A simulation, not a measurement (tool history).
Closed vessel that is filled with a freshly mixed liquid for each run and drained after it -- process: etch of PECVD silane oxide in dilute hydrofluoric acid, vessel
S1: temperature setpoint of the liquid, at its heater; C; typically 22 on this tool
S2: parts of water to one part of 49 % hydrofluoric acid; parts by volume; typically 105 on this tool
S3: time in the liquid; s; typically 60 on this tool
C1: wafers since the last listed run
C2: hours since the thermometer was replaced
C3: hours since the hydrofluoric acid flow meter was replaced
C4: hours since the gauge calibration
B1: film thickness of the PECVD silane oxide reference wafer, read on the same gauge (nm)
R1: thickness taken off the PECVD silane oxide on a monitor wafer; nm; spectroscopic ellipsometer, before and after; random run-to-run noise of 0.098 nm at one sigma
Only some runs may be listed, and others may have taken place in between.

run	hour	S1	S2	S3	C1	C2	C3	C4	B1	R1
1	0	19	105	60	0	2155.6	1210.8	355.6	120.02	18.41
2	21.2	19	105	60	1953	2176.8	1232	376.8	120	18.6
3	33.7	20	105	60	1151	2189.3	1244.5	389.3	119.96	19.44
# hour 35.4: gauge calibrated
4	57.2	20	105	60	2165	2212.8	1268	21.8	120.02	19.23
5	86.5	22	105	50	2699	2242.1	1297.3	51.1	119.97	17.49
6	119.9	22	105	60	3077	2275.5	1330.7	84.5	120.02	20.87
7	150.9	22	105	60	2856	2306.5	1361.7	115.5	119.98	20.93
# hour 172.7: hydrofluoric acid flow meter replaced
8	185.5	22	105	60	3096	2341.1	12.8	150.1	120	19.78
9	216.7	22	75	60	2874	2372.3	44	181.3	119.99	28.5
10	231.1	22	75	60	1326	2386.7	58.4	195.7	120.03	28.54
11	248.9	22	75	60	1640	2404.5	76.2	213.5	120.01	28.55
12	272.1	26.5	105	60	2137	2427.7	99.4	236.7	120	23.64
13	298.9	20	120	45	2469	2454.5	126.2	263.5	120.02	11.77
14	317.6	22	120	60	1723	2473.2	144.9	282.2	120	16.97
15	339.6	24.5	105	60	2027	2495.2	166.9	304.2	120.01	21.71
# hour 345.9: thermometer replaced
16	427	23.5	140	60	7961	81.1	254.3	391.6	120.02	16.85
# hour 449.2: gauge calibrated
17	475.6	18	145	60	4478	129.7	302.9	26.4	120.04	13.08
18	489.3	24	150	60	1262	143.4	316.6	40.1	119.99	15.9
19	507.8	22	105	60	1704	161.9	335.1	58.6	120.01	22.03
20	522.9	25.5	105	60	1391	177	350.2	73.7	120	25.49
21	541.3	26	105	70	1695	195.4	368.6	92.1	120.05	30.34
22	556.1	19	105	50	1363	210.2	383.4	106.9	120	16.3
23	568.6	22	105	60	1151	222.7	395.9	119.4	120.02	22.16

Some steps in R1 between neighbouring runs. How much of each would the tool show without its hidden state too (settings, what came in, random variation), and how much is left for the hidden state, with any gauge scatter that isn't in both results?
The tool's hidden condition here consists of: liquid colder than its thermometer reads (K); hydrofluoric acid flow above the setpoint (%); gauge reads high (%).
Run 7 -> 8: hydrofluoric acid flow meter replaced. R1 -1.15 nm: hidden state -1.3, all else +0.15.
Run 12 -> 13: S1 26.5 -> 20, S2 105 -> 120, S3 60 -> 45. R1 -11.87 nm: hidden state +1.15, all else -13.02.
Run 15 -> 16: S1 24.5 -> 23.5, S2 105 -> 140, thermometer replaced. R1 -4.86 nm: hidden state +2.48, all else -7.34.
Run 21 -> 22: S1 26 -> 19, S3 70 -> 50. R1 -14.04 nm: hidden state -0.21, all else -13.83.
